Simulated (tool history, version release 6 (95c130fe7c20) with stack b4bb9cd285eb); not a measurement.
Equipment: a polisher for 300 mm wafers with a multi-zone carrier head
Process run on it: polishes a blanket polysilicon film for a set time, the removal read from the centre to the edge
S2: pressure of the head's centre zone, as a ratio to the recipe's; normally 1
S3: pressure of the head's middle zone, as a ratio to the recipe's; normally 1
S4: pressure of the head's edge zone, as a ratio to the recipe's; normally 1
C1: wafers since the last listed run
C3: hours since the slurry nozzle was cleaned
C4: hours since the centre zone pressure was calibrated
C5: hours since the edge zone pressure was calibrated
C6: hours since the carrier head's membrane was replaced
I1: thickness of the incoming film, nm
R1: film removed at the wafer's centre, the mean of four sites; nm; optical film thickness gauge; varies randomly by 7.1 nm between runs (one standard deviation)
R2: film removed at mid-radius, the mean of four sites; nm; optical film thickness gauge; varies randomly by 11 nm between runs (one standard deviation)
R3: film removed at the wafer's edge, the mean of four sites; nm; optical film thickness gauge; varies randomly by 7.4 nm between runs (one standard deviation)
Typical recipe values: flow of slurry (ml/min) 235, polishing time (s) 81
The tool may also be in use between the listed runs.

Run 1, hour 0: usual settings but S2 1.09, polishing time (s) 100; C1 0; wafers polished on this pad 280; C3 210.3; C4 961.9; C5 771.5; C6 1409.6; I1 2225. Result: R1 1053 nm, R2 960.9 nm, R3 989 nm.
Run 2, hour 16.4: usual settings but S2 1.09, polishing time (s) 100; C1 196; wafers polished on this pad 477; C3 226.7; C4 978.3; C5 787.9; C6 1426; I1 2304.7. Result: R1 1050.6 nm, R2 953.1 nm, R3 978.3 nm.
Run 3, hour 27: usual settings but S3 1.09, polishing time (s) 103; C1 127; wafers polished on this pad 604; C3 237.3; C4 988.9; C5 798.5; C6 1436.6; I1 2269.4. Result: R1 979.6 nm, R2 1081.7 nm, R3 1015.9 nm.
Run 4, hour 35.6: usual settings but S2 1.03; C1 103; wafers polished on this pad 707; C3 245.9; C4 997.5; C5 807.1; C6 1445.2; I1 2275.9. Result: R1 809.4 nm, R2 788.6 nm, R3 792.5 nm.
At hour 46.6: worn pad replaced by a new one.
Run 5, hour 79.8: usual settings but polishing time (s) 59; C1 481; wafers polished on this pad 397; C3 290.1; C4 1041.7; C5 851.3; C6 1489.4; I1 2279. Result: R1 564.4 nm, R2 567.6 nm, R3 584.7 nm.
Run 6, hour 89.8: usual settings; C1 119; wafers polished on this pad 517; C3 300.1; C4 1051.7; C5 861.3; C6 1499.4; I1 2279.8. Result: R1 765.4 nm, R2 792.4 nm, R3 792.2 nm.
At hour 102.1: centre zone pressure recalibrated.
Run 7, hour 103: usual settings; C1 134; wafers polished on this pad 651; C3 313.3; C4 0.9; C5 874.5; C6 1512.6; I1 2268.3. Result: R1 758.8 nm, R2 781.6 nm, R3 779.3 nm.
At hour 115.2: worn pad replaced by a new one.
Run 8, hour 115.7: usual settings; C1 104; wafers polished on this pad 5; C3 326; C4 13.6; C5 887.2; C6 1525.3; I1 2255.1. Result: R1 765.3 nm, R2 768.3 nm, R3 804.4 nm.
Run 9, hour 121.7: usual settings; C1 71; wafers polished on this pad 77; C3 332; C4 19.6; C5 893.2; C6 1531.3; I1 2275.8. Result: R1 765.3 nm, R2 758.3 nm, R3 778.9 nm.
Run 10, hour 130.3: usual settings; C1 103; wafers polished on this pad 180; C3 340.6; C4 28.2; C5 901.8; C6 1539.9; I1 2240.7. Result: R1 759.1 nm, R2 743 nm, R3 779.7 nm.
Run 11, hour 144.6: usual settings but S2 0.91; C1 171; wafers polished on this pad 351; C3 354.9; C4 42.5; C5 916.1; C6 1554.2; I1 2248.1. Result: R1 678 nm, R2 755.6 nm, R3 779 nm.
At hour 158.9: carrier head's membrane replaced by a new one, of another model than before.
Run 12, hour 159.4: usual settings but S2 0.89; C1 117; wafers polished on this pad 469; C3 369.7; C4 57.3; C5 930.9; C6 0.5; I1 2248.7. Result: R1 616.6 nm, R2 751.5 nm, R3 772.3 nm.
Run 13, hour 174: usual settings but S3 0.93; C1 175; wafers polished on this pad 644; C3 384.3; C4 71.9; C5 945.5; C6 15.1; I1 2270.4. Result: R1 741.4 nm, R2 693.2 nm, R3 775.1 nm.
Run 14, hour 183: usual settings but S4 1.03, polishing time (s) 105; C1 107; wafers polished on this pad 752; C3 393.3; C4 80.9; C5 954.5; C6 24.1; I1 2256.6. Result: R1 973.3 nm, R2 988.7 nm, R3 1026.5 nm.
At hour 190.5: worn pad replaced by a new one.
At hour 190.9: slurry nozzle cleaned.
Run 15, hour 194.8: usual settings; C1 88; wafers polished on this pad 46; C3 3.9; C4 92.7; C5 966.3; C6 35.9; I1 2261.9. Result: R1 799.1 nm, R2 818.7 nm, R3 809.8 nm.
At hour 205.7: edge zone pressure recalibrated.
Run 16, hour 206.7: usual settings but S2 1.06, S4 0.95, polishing time (s) 94; C1 118; wafers polished on this pad 165; C3 15.8; C4 104.6; C5 1; C6 47.8; I1 2287. Result: R1 1026.6 nm, R2 913.1 nm, R3 900.5 nm.
Run 17, hour 221: usual settings but flow of slurry (ml/min) 285, S3 1.03, S4 1.09, polishing time (s) 107; C1 171; wafers polished on this pad 336; C3 30.1; C4 118.9; C5 15.3; C6 62.1; I1 2278.8. Result: R1 1087.4 nm, R2 1119.9 nm, R3 1178.6 nm.
Run 18, hour 238.4: usual settings; C1 208; wafers polished on this pad 545; C3 47.5; C4 136.3; C5 32.7; C6 79.5; I1 2295.1. Result: R1 794.3 nm, R2 819.4 nm, R3 798.2 nm.
Run 19, hour 249.1: usual settings; C1 128; wafers polished on this pad 673; C3 58.2; C4 147; C5 43.4; C6 90.2; I1 2268.1. Result: R1 792.3 nm, R2 807 nm, R3 815.8 nm.
At hour 257.8: worn pad replaced by a new one.
Run 20, hour 266.9: usual settings but flow of slurry (ml/min) 180; C1 165; wafers polished on this pad 109; C3 76; C4 164.8; C5 61.2; C6 108; I1 2258.9. Result: R1 737.7 nm, R2 756.1 nm, R3 786.3 nm.
Run 21, hour 284.7: usual settings; C1 213; wafers polished on this pad 322; C3 93.8; C4 182.6; C5 79; C6 125.8; I1 2279. Result: R1 790.7 nm, R2 775.3 nm, R3 815.5 nm.
Run 22, hour 308.3: usual settings but S3 1.05, polishing time (s) 62; C1 282; wafers polished on this pad 605; C3 117.4; C4 206.2; C5 102.6; C6 149.4; I1 2272.2. Result: R1 596.9 nm, R2 643.1 nm, R3 613.6 nm.
At hour 323.4: worn pad replaced by a new one.
Run 23, hour 324.5: usual settings but S2 0.92; C1 146; wafers polished on this pad 13; C3 133.6; C4 222.4; C5 118.8; C6 165.6; I1 2265. Result: R1 674.2 nm, R2 784.4 nm, R3 798.9 nm.

Each row is a separate what-if for the run after 23, all from the same tool condition, not one after another. Results?
Run A, hour 324.9: usual settings; C1 4; wafers polished on this pad 18; C3 134; C4 222.8; C5 119.2; C6 166; I1 2277.6. Result: R1 ?, R2 ?, R3 ?.
Run B, hour 324.9: usual settings but S3 0.91; C1 4; wafers polished on this pad 18; C3 134; C4 222.8; C5 119.2; C6 166; I1 2277.6. Result: R1 ?, R2 ?, R3 ?.
Run C, hour 324.9: usual settings but S2 1.08, S3 1.04, S4 0.89, polishing time (s) 53; C1 4; wafers polished on this pad 18; C3 134; C4 222.8; C5 119.2; C6 166; I1 2277.6. Result: R1 ?, R2 ?, R3 ?.

run     R1     R2     R3
  A  775.9    792  810.1
  B  775.2  699.1  811.6
  C  577.1    545  482.8
Take away the tool's hidden state, keep each run's random variation, and the runs would have read:
run     R1     R2     R3
  A  805.1  818.6  830.3
  B  804.3  722.5  831.8
  C  598.8  563.3  494.8
